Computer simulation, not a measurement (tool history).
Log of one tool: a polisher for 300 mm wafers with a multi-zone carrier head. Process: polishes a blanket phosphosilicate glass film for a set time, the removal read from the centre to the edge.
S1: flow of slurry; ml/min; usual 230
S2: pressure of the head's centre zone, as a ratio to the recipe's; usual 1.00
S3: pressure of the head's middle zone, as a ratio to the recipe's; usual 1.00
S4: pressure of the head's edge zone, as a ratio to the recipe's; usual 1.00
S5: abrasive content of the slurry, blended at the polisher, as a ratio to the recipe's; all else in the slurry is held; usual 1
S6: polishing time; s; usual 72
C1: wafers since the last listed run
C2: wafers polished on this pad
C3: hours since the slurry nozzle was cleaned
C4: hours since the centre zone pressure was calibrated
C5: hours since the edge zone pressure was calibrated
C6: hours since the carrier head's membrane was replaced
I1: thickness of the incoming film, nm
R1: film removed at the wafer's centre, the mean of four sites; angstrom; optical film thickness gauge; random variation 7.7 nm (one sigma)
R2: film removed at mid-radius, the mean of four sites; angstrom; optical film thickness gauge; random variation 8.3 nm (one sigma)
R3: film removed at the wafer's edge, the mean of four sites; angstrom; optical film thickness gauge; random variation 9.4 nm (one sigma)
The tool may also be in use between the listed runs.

run    hour   S1    S2    S3    S4  S5  S6   C1    C2     C3      C4     C5      C6      I1    R1    R2    R3
  1     0.0  230  1.00  1.00  1.00   1  72    0  1464   44.7  1012.0  283.1   757.0  4066.1  6040  6369  6535
  2    27.8  230  1.00  1.00  1.00   1  85  140  1605   72.5  1039.8  310.9   784.8  4034.8  7009  7591  7608
       71.1  -- worn pad replaced by a new one
      125.0  -- edge zone pressure recalibrated
  3   125.5  230  1.00  1.00  1.00   1  72  463   264  170.2  1137.5    0.5   882.5  4071.5  6161  6932  6700
  4   193.7  230  1.00  1.00  1.00   1  72  344   609  238.4  1205.7   68.7   950.7  3991.4  6029  6614  6508
      209.4  -- centre zone pressure recalibrated
  5   245.0  230  1.00  1.00  1.00   1  72  249   858  289.7    35.6  120.0  1002.0  4018.1  6321  6472  6433
  6   297.2  230  1.00  1.00  1.00   1  72  263  1122  341.9    87.8  172.2  1054.2  4032.9  6439  6458  6357
  7   340.9  230  1.00  1.00  1.00   1  72  220  1343  385.6   131.5  215.9  1097.9  3979.4  6380  6508  6440
  8   400.5  230  1.00  1.00  1.00   1  72  301  1644  445.2   191.1  275.5  1157.5  4038.3  6283  6488  6264
      414.5  -- slurry nozzle cleaned
      415.8  -- worn pad replaced by a new one
  9   443.2  230  0.91  1.00  1.00   1  57  204   138   28.7   233.8  318.2  1200.2  3989.3  4800  5360  5275
      505.3  -- carrier head's membrane replaced by a new one
 10   505.8  230  1.00  1.00  1.00   1  72  291   429   91.3   296.4  380.8     0.5  4010.8  6365  6608  6588
      535.8  -- edge zone pressure recalibrated
 11   670.8  230  1.00  1.00  1.00   1  72  823  1253  256.3   461.4  135.0   165.5  4067.6  6139  6295  6411
 12   739.9  230  1.00  0.93  1.00   1  72  349  1602  325.4   530.5  204.1   234.6  4027.8  5981  5913  6337
 13   771.7  250  1.00  1.08  1.00   1  93  160  1763  357.2   562.3  235.9   266.4  4066.1  7850  8754  8235
      842.8  -- worn pad replaced by a new one
      909.2  -- slurry nozzle cleaned
 14   959.2  265  1.00  0.89  0.95   1  83  922   583   50.0   749.8  423.4   453.9  3977.2  7161  7016  7470
      963.7  -- edge zone pressure recalibrated
 15  1021.1  230  0.94  1.00  1.05   1  72  302   886  111.9   811.7   57.4   515.8  4016.5  5654  6546  6564
 16  1078.9  230  1.00  1.04  1.07   1  72  292  1178  169.7   869.5  115.2   573.6  4037.0  5873  6658  6673

Run 17 comes next. What will it give?
 17  1132.8  205  1.00  1.00  0.91   1  72  272  1450  223.6  923.4  169.1  627.5  4003.8   ?   ?   ?

R1: 5793 angstrom
R2: 6458 angstrom
R3: 5843 angstrom
Without the tool's hidden state the same run would have given R1 6928 angstrom, R2 7066 angstrom, R3 6395 angstrom.
